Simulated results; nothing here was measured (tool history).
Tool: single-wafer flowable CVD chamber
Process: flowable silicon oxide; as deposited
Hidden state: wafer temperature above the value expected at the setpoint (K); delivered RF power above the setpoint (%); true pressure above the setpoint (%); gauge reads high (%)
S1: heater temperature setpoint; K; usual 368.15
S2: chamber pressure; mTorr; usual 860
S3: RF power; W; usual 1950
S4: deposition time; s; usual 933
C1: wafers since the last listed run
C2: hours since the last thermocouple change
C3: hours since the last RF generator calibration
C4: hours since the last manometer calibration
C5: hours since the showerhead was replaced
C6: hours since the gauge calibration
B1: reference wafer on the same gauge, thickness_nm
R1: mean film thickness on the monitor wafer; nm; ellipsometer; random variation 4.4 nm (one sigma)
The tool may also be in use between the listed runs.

run   hour      S1    S2    S3    S4  C1      C2      C3      C4      C5     C6       B1        R1
  1      0  368.15   860  1950   933   0     936  1167.5  1657.3  6319.4   75.3  799.036   911.347
  2   15.2  368.15   860  1950   933  35   951.2  1182.7  1672.5  6334.6   90.5  802.028   904.829
  3   29.1  371.15   860  2210   933  32   965.1  1196.6  1686.4  6348.5  104.4  803.291   837.359
  4   44.5  371.15   860  2210   933  35   980.5    1212  1701.8  6363.9  119.8  801.842   837.634
  5   58.5  368.15   860  1950  1036  32   994.5    1226  1715.8  6377.9  133.8  800.635  1019.271
  6   66.4  368.15   860  1950  1036  18  1002.4  1233.9  1723.7  6385.8  141.7  801.822  1019.329
  7     76  368.15   860  1950   933  22    1012  1243.5  1733.3  6395.4  151.3  801.262   917.692
  8   82.2  368.15   860  1950   933  14  1018.2  1249.7  1739.5  6401.6  157.5  800.431   911.978
  9   98.8  368.15   860  1950   933  38  1034.8  1266.3  1756.1  6418.2  174.1  801.398   930.684
     107.4  -- showerhead replaced
     109.5  -- capacitance manometer re-zeroed and calibrated
       118  -- thermocouple changed; heater temperature recalibrated
 10  118.5  368.15   860  1950  1056   3     0.5    1286       9    11.1  193.8  802.192   842.241
 11  126.5  368.15   860  1950  1056  18     8.5    1294      17    19.1  201.8  798.702   844.442
       141  -- RF generator calibrated
 12  141.5  368.15  1065  1950   933  16    23.5     0.5      32    34.1  216.8  799.664   923.968
       143  -- gauge calibrated
 13    151  368.15  1045  1950   997  22      33      10    41.5    43.6      8  801.406   974.575
 14  162.2  368.15   860  2290   933  26    44.2    21.2    52.7    54.8   19.2  802.748   774.441
 15  179.3  368.15   745  2295   747  39    61.3    38.3    69.8    71.9   36.3  803.759   544.333
 16  191.7  368.15   860  1950   933  28    73.7    50.7    82.2    84.3   48.7  802.749   755.773
 17  203.9  368.15   860  2155   933  28    85.9    62.9    94.4    96.5   60.9  800.643   779.244
 18  213.3  368.15   860  1950   933  21    95.3    72.3   103.8   105.9   70.3  800.802   754.294
 19  220.8  368.15   860  2300   933  17   102.8    79.8   111.3   113.4   77.8  799.267   787.399
 20    233  368.15  1022  1950   933  28     115      92   123.5   125.6     90   800.83   903.994
 21  242.6  362.15   942  2200  1034  22   124.6   101.6   133.1   135.2   99.6  801.624  1191.855
 22  255.7  368.15  1055  2280   933  30   137.7   114.7   146.2   148.3  112.7  800.625   957.664
 23  272.4  368.15   860  1950   933  38   154.4   131.4   162.9     165  129.4  800.006   765.539

Some steps in R1 between neighbouring runs. How much of each would the tool show without its hidden state too (settings, what came in, random variation), and how much is left for the hidden state, with any gauge scatter that isn't in both results?
Run 4 -> 5: S1 371.15 -> 368.15, S3 2210 -> 1950, S4 933 -> 1036. R1 +181.637 nm: hidden state +33.503, all else +148.134.
Run 9 -> 10: S4 933 -> 1056, showerhead replaced, capacitance manometer re-zeroed and calibrated, thermocouple changed; heater temperature recalibrated. R1 -88.443 nm: hidden state -177.661, all else +89.218.
Run 20 -> 21: S1 368.15 -> 362.15, S2 1022 -> 942, S3 1950 -> 2200, S4 933 -> 1034. R1 +287.861 nm: hidden state +4.183, all else +283.678.
Run 21 -> 22: S1 362.15 -> 368.15, S2 942 -> 1055, S3 2200 -> 2280, S4 1034 -> 933. R1 -234.191 nm: hidden state +0.944, all else -235.135.
